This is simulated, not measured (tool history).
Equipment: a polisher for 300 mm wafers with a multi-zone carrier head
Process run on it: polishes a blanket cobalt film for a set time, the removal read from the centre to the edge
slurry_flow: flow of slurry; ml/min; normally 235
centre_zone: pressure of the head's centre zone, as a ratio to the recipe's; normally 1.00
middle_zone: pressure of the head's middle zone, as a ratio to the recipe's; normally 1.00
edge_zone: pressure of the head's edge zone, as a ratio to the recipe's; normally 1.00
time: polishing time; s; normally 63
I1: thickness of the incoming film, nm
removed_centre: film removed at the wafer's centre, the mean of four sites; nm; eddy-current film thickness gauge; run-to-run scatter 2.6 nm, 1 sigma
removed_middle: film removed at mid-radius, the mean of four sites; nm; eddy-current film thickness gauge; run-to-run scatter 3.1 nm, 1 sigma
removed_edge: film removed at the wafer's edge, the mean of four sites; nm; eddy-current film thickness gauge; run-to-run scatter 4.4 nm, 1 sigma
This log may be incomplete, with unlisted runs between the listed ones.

{"run": 1, "hour": 0.0, "slurry_flow": 235, "centre_zone": 1.0, "middle_zone": 1.0, "edge_zone": 1.0, "time": 76, "I1": 1173.5, "removed_centre": 386.2, "removed_middle": 378.3, "removed_edge": 382.4}
{"run": 2, "hour": 81.3, "slurry_flow": 235, "centre_zone": 1.0, "middle_zone": 1.0, "edge_zone": 1.0, "time": 76, "I1": 1163.3, "removed_centre": 380.0, "removed_middle": 379.7, "removed_edge": 385.2}
{"hour": 105.6, "done": "centre zone pressure recalibrated"}
{"run": 3, "hour": 131.0, "slurry_flow": 270, "centre_zone": 1.0, "middle_zone": 1.0, "edge_zone": 1.09, "time": 63, "I1": 1192.8, "removed_centre": 321.6, "removed_middle": 314.0, "removed_edge": 328.1}
{"run": 4, "hour": 179.2, "slurry_flow": 235, "centre_zone": 1.0, "middle_zone": 1.0, "edge_zone": 1.0, "time": 56, "I1": 1185.5, "removed_centre": 284.0, "removed_middle": 270.1, "removed_edge": 281.4}
{"hour": 209.8, "done": "slurry nozzle cleaned"}
{"run": 5, "hour": 255.5, "slurry_flow": 235, "centre_zone": 0.94, "middle_zone": 1.0, "edge_zone": 1.0, "time": 63, "I1": 1179.5, "removed_centre": 295.4, "removed_middle": 308.7, "removed_edge": 316.0}
{"hour": 294.5, "done": "worn pad replaced by a new one"}
{"run": 6, "hour": 321.3, "slurry_flow": 235, "centre_zone": 1.0, "middle_zone": 1.0, "edge_zone": 1.0, "time": 63, "I1": 1179.8, "removed_centre": 316.2, "removed_middle": 313.5, "removed_edge": 325.4}
{"hour": 366.6, "done": "edge zone pressure recalibrated"}
{"run": 7, "hour": 413.0, "slurry_flow": 235, "centre_zone": 1.0, "middle_zone": 0.92, "edge_zone": 1.0, "time": 63, "I1": 1166.3, "removed_centre": 314.1, "removed_middle": 288.1, "removed_edge": 314.6}
{"run": 8, "hour": 500.6, "slurry_flow": 180, "centre_zone": 1.0, "middle_zone": 0.95, "edge_zone": 1.07, "time": 63, "I1": 1179.3, "removed_centre": 309.0, "removed_middle": 286.1, "removed_edge": 310.0}
{"hour": 533.5, "done": "carrier head's membrane replaced by a new one"}
{"run": 9, "hour": 601.8, "slurry_flow": 235, "centre_zone": 1.0, "middle_zone": 1.0, "edge_zone": 1.0, "time": 63, "I1": 1173.9, "removed_centre": 319.5, "removed_middle": 309.1, "removed_edge": 323.0}
{"hour": 665.9, "done": "centre zone pressure recalibrated"}
{"run": 10, "hour": 674.7, "slurry_flow": 235, "centre_zone": 1.0, "middle_zone": 1.0, "edge_zone": 1.0, "time": 63, "I1": 1174.4, "removed_centre": 316.9, "removed_middle": 312.6, "removed_edge": 325.8}
{"run": 11, "hour": 782.6, "slurry_flow": 235, "centre_zone": 1.05, "middle_zone": 1.0, "edge_zone": 0.91, "time": 63, "I1": 1197.7, "removed_centre": 328.5, "removed_middle": 307.2, "removed_edge": 308.9}
{"hour": 825.7, "done": "worn pad replaced by a new one"}
{"run": 12, "hour": 838.9, "slurry_flow": 235, "centre_zone": 1.0, "middle_zone": 1.0, "edge_zone": 1.0, "time": 63, "I1": 1192.5, "removed_centre": 316.0, "removed_middle": 306.2, "removed_edge": 315.9}
{"hour": 863.2, "done": "slurry nozzle cleaned"}
{"run": 13, "hour": 905.9, "slurry_flow": 235, "centre_zone": 1.0, "middle_zone": 1.08, "edge_zone": 1.0, "time": 63, "I1": 1182.8, "removed_centre": 316.4, "removed_middle": 331.8, "removed_edge": 320.8}
{"run": 14, "hour": 956.9, "slurry_flow": 285, "centre_zone": 1.07, "middle_zone": 1.05, "edge_zone": 0.94, "time": 63, "I1": 1153.0, "removed_centre": 347.2, "removed_middle": 332.4, "removed_edge": 318.2}
{"run": 15, "hour": 1053.9, "slurry_flow": 190, "centre_zone": 1.0, "middle_zone": 1.0, "edge_zone": 1.0, "time": 79, "I1": 1182.3, "removed_centre": 387.0, "removed_middle": 381.4, "removed_edge": 388.3}
{"hour": 1141.3, "done": "edge zone pressure recalibrated"}
{"run": 16, "hour": 1155.6, "slurry_flow": 235, "centre_zone": 1.0, "middle_zone": 1.0, "edge_zone": 1.0, "time": 63, "I1": 1175.3, "removed_centre": 315.6, "removed_middle": 310.2, "removed_edge": 317.6}
{"run": 17, "hour": 1237.8, "slurry_flow": 235, "centre_zone": 1.0, "middle_zone": 1.0, "edge_zone": 1.0, "time": 63, "I1": 1175.1, "removed_centre": 312.9, "removed_middle": 315.4, "removed_edge": 314.7}
{"hour": 1242.2, "done": "centre zone pressure recalibrated"}
{"run": 18, "hour": 1324.4, "slurry_flow": 235, "centre_zone": 0.93, "middle_zone": 1.0, "edge_zone": 1.0, "time": 63, "I1": 1201.7, "removed_centre": 293.0, "removed_middle": 311.2, "removed_edge": 322.7}
{"run": 19, "hour": 1397.6, "slurry_flow": 235, "centre_zone": 1.0, "middle_zone": 1.0, "edge_zone": 0.93, "time": 63, "I1": 1198.1, "removed_centre": 315.4, "removed_middle": 308.5, "removed_edge": 312.9}
{"hour": 1447.2, "done": "worn pad replaced by a new one"}
{"hour": 1460.7, "done": "carrier head's membrane replaced by a new one"}
{"run": 20, "hour": 1461.2, "slurry_flow": 235, "centre_zone": 1.1, "middle_zone": 1.0, "edge_zone": 1.0, "time": 63, "I1": 1167.6, "removed_centre": 349.3, "removed_middle": 311.3, "removed_edge": 320.5}
{"hour": 1482.0, "done": "slurry nozzle cleaned"}
{"run": 21, "hour": 1509.2, "slurry_flow": 200, "centre_zone": 1.0, "middle_zone": 0.93, "edge_zone": 0.95, "time": 42, "I1": 1174.8, "removed_centre": 204.5, "removed_middle": 194.2, "removed_edge": 206.6}
{"run": 22, "hour": 1611.4, "slurry_flow": 235, "centre_zone": 1.0, "middle_zone": 1.0, "edge_zone": 1.0, "time": 63, "I1": 1183.4, "removed_centre": 313.1, "removed_middle": 316.2, "removed_edge": 312.8}

Here are 4 independent what-if runs from the current tool condition. What would each one return?
{"run": "A", "hour": 1611.8, "slurry_flow": 235, "centre_zone": 1.07, "middle_zone": 1.0, "edge_zone": 1.0, "time": 63, "I1": 1188.9, "removed_centre": "?", "removed_middle": "?", "removed_edge": "?"}
{"run": "B", "hour": 1611.8, "slurry_flow": 275, "centre_zone": 1.0, "middle_zone": 1.04, "edge_zone": 1.06, "time": 46, "I1": 1188.9, "removed_centre": "?", "removed_middle": "?", "removed_edge": "?"}
{"run": "C", "hour": 1611.8, "slurry_flow": 235, "centre_zone": 0.89, "middle_zone": 0.94, "edge_zone": 1.07, "time": 54, "I1": 1188.9, "removed_centre": "?", "removed_middle": "?", "removed_edge": "?"}
{"run": "D", "hour": 1611.8, "slurry_flow": 255, "centre_zone": 1.0, "middle_zone": 1.0, "edge_zone": 1.05, "time": 43, "I1": 1188.9, "removed_centre": "?", "removed_middle": "?", "removed_edge": "?"}

run=A removed_centre=335.5 removed_middle=313.5 removed_edge=315.0
run=B removed_centre=233.1 removed_middle=240.3 removed_edge=236.6
run=C removed_centre=239.3 removed_middle=255.6 removed_edge=275.6
run=D removed_centre=216.0 removed_middle=215.8 removed_edge=219.4
Had the tool no hidden state, the same runs would have come out as:
run=A removed_centre=335.5 removed_middle=313.5 removed_edge=315.0
run=B removed_centre=233.1 removed_middle=240.3 removed_edge=236.6
run=C removed_centre=239.3 removed_middle=255.6 removed_edge=275.6
run=D removed_centre=216.0 removed_middle=215.8 removed_edge=219.4

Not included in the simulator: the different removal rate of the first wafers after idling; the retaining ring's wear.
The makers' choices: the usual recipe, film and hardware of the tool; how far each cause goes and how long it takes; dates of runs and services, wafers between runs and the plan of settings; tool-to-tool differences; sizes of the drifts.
